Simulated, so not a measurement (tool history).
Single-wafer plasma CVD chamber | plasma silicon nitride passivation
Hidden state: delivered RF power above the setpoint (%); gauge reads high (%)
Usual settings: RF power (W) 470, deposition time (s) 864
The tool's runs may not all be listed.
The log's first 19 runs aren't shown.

run    hour  RF power (W)  deposition time (s)  wafers since the last listed run  hours since the last RF generator calibration  hours since the showerhead was replaced  hours since the gauge calibration  read-back reference wafer on the same gauge, thickness_nm  mean film thickness on the monitor wafer (Å)
 20   892.7           470                  864                               103                                          217.4                                    368.4                              985.3                                                   1359.405                                      11871.43
      950.7  -- RF generator calibrated, repeated, since the last time left the tool worse
 21   953.9           470                  864                               154                                            3.2                                    429.6                             1046.5                                                   1360.372                                      12184.58
 22   984.1           430                  929                                87                                           33.4                                    459.8                             1076.7                                                   1360.289                                      12801.32
 23  1056.0           560                 1032                               209                                          105.3                                    531.7                             1148.6                                                   1359.197                                      15072.77
 24  1096.3           470                  960                               117                                          145.6                                    572.0                             1188.9                                                   1360.903                                      13458.10
     1098.5  -- gauge calibrated
 25  1123.0           530                  709                                77                                          172.3                                    598.7                               24.5                                                   1360.258                                      10219.45
 26  1166.0           420                  975                               125                                          215.3                                    641.7                               67.5                                                   1360.014                                      13351.58
 27  1212.5           410                 1005                               135                                          261.8                                    688.2                              114.0                                                   1360.065                                      13696.01
 28  1281.4           470                  695                               200                                          330.7                                    757.1                              182.9                                                   1360.706                                       9748.87
 29  1352.9           445                  954                               208                                          402.2                                    828.6                              254.4                                                   1359.557                                      13171.98
 30  1410.7           390                  952                               168                                          460.0                                    886.4                              312.2                                                   1361.289                                      12773.37

3 ways to go on from here, each from the tool as it stands after run 30. What would each give?
  A  1411.3           470                  864                                 1                                          460.6                                    887.0                              312.8                                                          ?                                             ?
  B  1411.3           515                  997                                 1                                          460.6                                    887.0                              312.8                                                          ?                                             ?
  C  1411.3           530                  720                                 1                                          460.6                                    887.0                              312.8                                                          ?                                             ?

run  read-back reference wafer on the same gauge, thickness_nm  mean film thickness on the monitor wafer (Å)
  A                                                   1359.937                                      12091.08
  B                                                   1359.937                                      14244.04
  C                                                   1359.937                                      10354.60
Without the tool's hidden state the same runs would have given:
run  mean film thickness on the monitor wafer (Å)
  A                                      12165.29
  B                                      14331.45
  C                                      10418.14
